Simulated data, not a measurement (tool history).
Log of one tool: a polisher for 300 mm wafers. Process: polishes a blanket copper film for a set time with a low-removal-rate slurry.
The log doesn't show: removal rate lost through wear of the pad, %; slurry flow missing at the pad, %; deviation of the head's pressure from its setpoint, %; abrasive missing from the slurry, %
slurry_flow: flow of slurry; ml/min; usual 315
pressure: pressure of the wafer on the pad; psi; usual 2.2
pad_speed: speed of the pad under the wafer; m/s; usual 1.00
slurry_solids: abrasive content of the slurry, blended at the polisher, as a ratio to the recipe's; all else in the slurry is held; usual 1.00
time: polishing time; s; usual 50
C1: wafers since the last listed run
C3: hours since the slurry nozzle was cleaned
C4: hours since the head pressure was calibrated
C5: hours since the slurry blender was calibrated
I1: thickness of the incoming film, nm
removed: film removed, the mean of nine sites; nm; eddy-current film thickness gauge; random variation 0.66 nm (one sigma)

Run 1, day 0.000: usual settings; C1 0; wafers polished on this pad 1161; C3 643.7; C4 424.6; C5 114.4; I1 1457.8. Result: removed 84.5 nm.
Run 2, day 0.338: usual settings; C1 109; wafers polished on this pad 1270; C3 651.8; C4 432.7; C5 122.5; I1 1466.6. Result: removed 83.8 nm.
Run 3, day 0.771: usual settings; C1 140; wafers polished on this pad 1410; C3 662.2; C4 443.1; C5 132.9; I1 1467.3. Result: removed 83.3 nm.
At day 0.958: worn pad replaced by a new one.
Run 4, day 2.712: usual settings; C1 573; wafers polished on this pad 567; C3 708.8; C4 489.7; C5 179.5; I1 1468.9. Result: removed 86.0 nm.
Run 5, day 3.246: usual settings; C1 172; wafers polished on this pad 739; C3 721.6; C4 502.5; C5 192.3; I1 1484.0. Result: removed 84.7 nm.
At day 3.896: slurry blender recalibrated.
Run 6, day 3.917: usual settings; C1 189; wafers polished on this pad 929; C3 737.7; C4 518.6; C5 0.5; I1 1460.9. Result: removed 84.7 nm.
Run 7, day 4.542: usual settings; C1 202; wafers polished on this pad 1131; C3 752.7; C4 533.6; C5 15.5; I1 1487.6. Result: removed 83.3 nm.
Run 8, day 4.896: usual settings; C1 114; wafers polished on this pad 1246; C3 761.2; C4 542.1; C5 24.0; I1 1442.6. Result: removed 81.6 nm.
At day 5.192: worn pad replaced by a new one.
Run 9, day 5.212: usual settings; C1 48; wafers polished on this pad 6; C3 768.8; C4 549.7; C5 31.6; I1 1466.0. Result: removed 85.9 nm.
At day 5.592: head pressure recalibrated.
Run 10, day 5.729: usual settings but pad_speed 0.78 m/s; C1 140; wafers polished on this pad 146; C3 781.2; C4 3.3; C5 44.0; I1 1460.7. Result: removed 75.3 nm.
At day 6.467: slurry nozzle cleaned.
Run 11, day 6.483: usual settings but pad_speed 0.78 m/s; C1 230; wafers polished on this pad 376; C3 0.4; C4 21.4; C5 62.1; I1 1452.4. Result: removed 74.1 nm.
Run 12, day 7.117: usual settings but slurry_solids 1.25, time 59 s; C1 204; wafers polished on this pad 581; C3 15.6; C4 36.6; C5 77.3; I1 1485.0. Result: removed 108.3 nm.
Run 13, day 7.558: usual settings; C1 142; wafers polished on this pad 724; C3 26.2; C4 47.2; C5 87.9; I1 1458.5. Result: removed 87.7 nm.
Run 14, day 8.288: usual settings but slurry_flow 260 ml/min, pressure 1.6 psi, slurry_solids 0.85, time 64 s; C1 235; wafers polished on this pad 960; C3 43.7; C4 64.7; C5 105.4; I1 1437.0. Result: removed 79.6 nm.
Run 15, day 8.954: usual settings but time 37 s; C1 215; wafers polished on this pad 1175; C3 59.7; C4 80.7; C5 121.4; I1 1460.2. Result: removed 63.8 nm.
Run 16, day 9.279: usual settings but slurry_flow 350 ml/min, pad_speed 0.64 m/s; C1 105; wafers polished on this pad 1280; C3 67.5; C4 88.5; C5 129.2; I1 1482.4. Result: removed 60.8 nm.
At day 9.767: worn pad replaced by a new one.
Run 17, day 9.788: usual settings but slurry_flow 285 ml/min, pad_speed 0.86 m/s, slurry_solids 1.15, time 67 s; C1 110; wafers polished on this pad 6; C3 79.7; C4 100.7; C5 141.4; I1 1463.6. Result: removed 111.2 nm.
Run 18, day 10.483: usual settings; C1 225; wafers polished on this pad 231; C3 96.4; C4 117.4; C5 158.1; I1 1472.0. Result: removed 93.1 nm.
Run 19, day 10.879: usual settings but slurry_flow 390 ml/min, pad_speed 1.34 m/s, slurry_solids 1.20, time 42 s; C1 127; wafers polished on this pad 359; C3 105.9; C4 126.9; C5 167.6; I1 1463.8. Result: removed 102.6 nm.
Run 20, day 11.600: usual settings; C1 233; wafers polished on this pad 592; C3 123.2; C4 144.2; C5 184.9; I1 1452.1. Result: removed 89.2 nm.
Run 21, day 12.183: usual settings but slurry_solids 1.20, time 38 s; C1 188; wafers polished on this pad 780; C3 137.2; C4 158.2; C5 198.9; I1 1476.0. Result: removed 69.0 nm.
Run 22, day 12.708: usual settings; C1 169; wafers polished on this pad 950; C3 149.8; C4 170.8; C5 211.5; I1 1456.2. Result: removed 87.3 nm.
At day 12.862: slurry blender recalibrated.
Run 23, day 13.408: usual settings but pressure 2.9 psi, pad_speed 1.22 m/s, time 55 s; C1 199; wafers polished on this pad 1149; C3 166.6; C4 187.6; C5 13.1; I1 1454.1. Result: removed 148.1 nm.
Run 24, day 14.092: usual settings but slurry_flow 275 ml/min, pad_speed 0.82 m/s, slurry_solids 1.20, time 34 s; C1 220; wafers polished on this pad 1370; C3 183.0; C4 204.0; C5 29.5; I1 1460.1. Result: removed 50.6 nm.
At day 14.346: worn pad replaced by a new one.
Run 25, day 14.821: usual settings; C1 181; wafers polished on this pad 153; C3 200.5; C4 221.5; C5 47.0; I1 1440.2. Result: removed 91.0 nm.
Run 26, day 15.346: usual settings but pressure 2.7 psi, pad_speed 1.18 m/s, slurry_solids 1.20, time 37 s; C1 169; wafers polished on this pad 322; C3 213.1; C4 234.1; C5 59.6; I1 1457.9. Result: removed 95.5 nm.
Run 27, day 15.867: usual settings but slurry_flow 345 ml/min; C1 168; wafers polished on this pad 491; C3 225.6; C4 246.6; C5 72.1; I1 1469.2. Result: removed 90.8 nm.
Run 28, day 16.550: usual settings but pad_speed 0.84 m/s, slurry_solids 0.70; C1 220; wafers polished on this pad 712; C3 242.0; C4 263.0; C5 88.5; I1 1450.9. Result: removed 74.5 nm.
Run 29, day 17.108: usual settings but slurry_flow 280 ml/min, pressure 2.5 psi, slurry_solids 1.25, time 34 s; C1 180; wafers polished on this pad 892; C3 255.4; C4 276.4; C5 101.9; I1 1432.6. Result: removed 69.1 nm.

Forecast each of these 5 alternatives for the next run:
Run A, day 17.125: usual settings but pressure 1.7 psi; C1 5; wafers polished on this pad 898; C3 255.8; C4 276.8; C5 102.3; I1 1471.3. Result: removed ?.
Run B, day 17.125: usual settings but slurry_solids 1.10, time 35 s; C1 5; wafers polished on this pad 898; C3 255.8; C4 276.8; C5 102.3; I1 1471.3. Result: removed ?.
Run C, day 17.125: usual settings but time 64 s; C1 5; wafers polished on this pad 898; C3 255.8; C4 276.8; C5 102.3; I1 1471.3. Result: removed ?.
Run D, day 17.125: usual settings but pressure 1.9 psi; C1 5; wafers polished on this pad 898; C3 255.8; C4 276.8; C5 102.3; I1 1471.3. Result: removed ?.
Run E, day 17.125: usual settings but slurry_solids 0.80, time 39 s; C1 5; wafers polished on this pad 898; C3 255.8; C4 276.8; C5 102.3; I1 1471.3. Result: removed ?.

run  removed
  A     68.1
  B     61.9
  C    111.8
  D     75.8
  E     66.3
Without the tool's hidden state the same runs would have given:
run  removed
  A     72.8
  B     66.2
  C    119.5
  D     81.0
  E     70.8
